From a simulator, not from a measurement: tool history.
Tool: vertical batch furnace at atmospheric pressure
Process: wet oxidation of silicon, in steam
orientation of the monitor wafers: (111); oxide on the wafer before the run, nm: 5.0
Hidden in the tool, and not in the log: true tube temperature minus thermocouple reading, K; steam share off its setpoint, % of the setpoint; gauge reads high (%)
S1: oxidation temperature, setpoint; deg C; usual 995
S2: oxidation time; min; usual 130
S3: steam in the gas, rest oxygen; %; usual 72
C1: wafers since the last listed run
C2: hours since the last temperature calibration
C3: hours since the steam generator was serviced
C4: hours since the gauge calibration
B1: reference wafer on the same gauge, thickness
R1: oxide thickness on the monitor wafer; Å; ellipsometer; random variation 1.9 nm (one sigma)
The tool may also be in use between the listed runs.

run   hour   S1     S2  S3    C1      C2      C3      C4      B1      R1
  1      0  995    130  72     0  2710.4  2873.5   976.2  529.75  6054.1
  2   70.6  995    130  72   987    2781  2944.1  1046.8  530.06  5981.8
  3   95.7  995    130  72   350  2806.1  2969.2  1071.9  530.18  6044.9
  4  132.5  995    130  72   514  2842.9    3006  1108.7  530.25  6012.1
  5    171  995    130  77   538  2881.4  3044.5  1147.2  529.71  6258.6
  6  240.7  995  150.5  72   974  2951.1  3114.2  1216.9  529.87  6545.9
  7  359.4  995    130  72  1659  3069.8  3232.9  1335.6   529.8  6025.4
  8  398.8  995  160.5  72   550  3109.2  3272.3    1375  529.69  6808.8
  9  456.7  995  160.5  72   809  3167.1  3330.2  1432.9  529.82  6785.9
 10  496.2  995    130  72   552  3206.6  3369.7  1472.4     530  6031.7
 11  546.9  995    130  72   708  3257.3  3420.4  1523.1  530.22  6021.9
     550.4  -- gauge calibrated
 12  608.8  995    130  72   865  3319.2  3482.3    58.4  530.01  6019.2
 13  651.2  978  108.5  79   592  3361.6  3524.7   100.8  529.86  5190.4

Forecast run 14:
     703.6  -- thermocouples replaced and temperature profile calibrated
 14  704.1  1001  130  72  404  0.5  3577.6  153.7   ?   ?

{"run 14": {"B1": 530.03, "R1": 6222.7}}
Without the tool's hidden state the same run would have given R1 6554.1 Å.

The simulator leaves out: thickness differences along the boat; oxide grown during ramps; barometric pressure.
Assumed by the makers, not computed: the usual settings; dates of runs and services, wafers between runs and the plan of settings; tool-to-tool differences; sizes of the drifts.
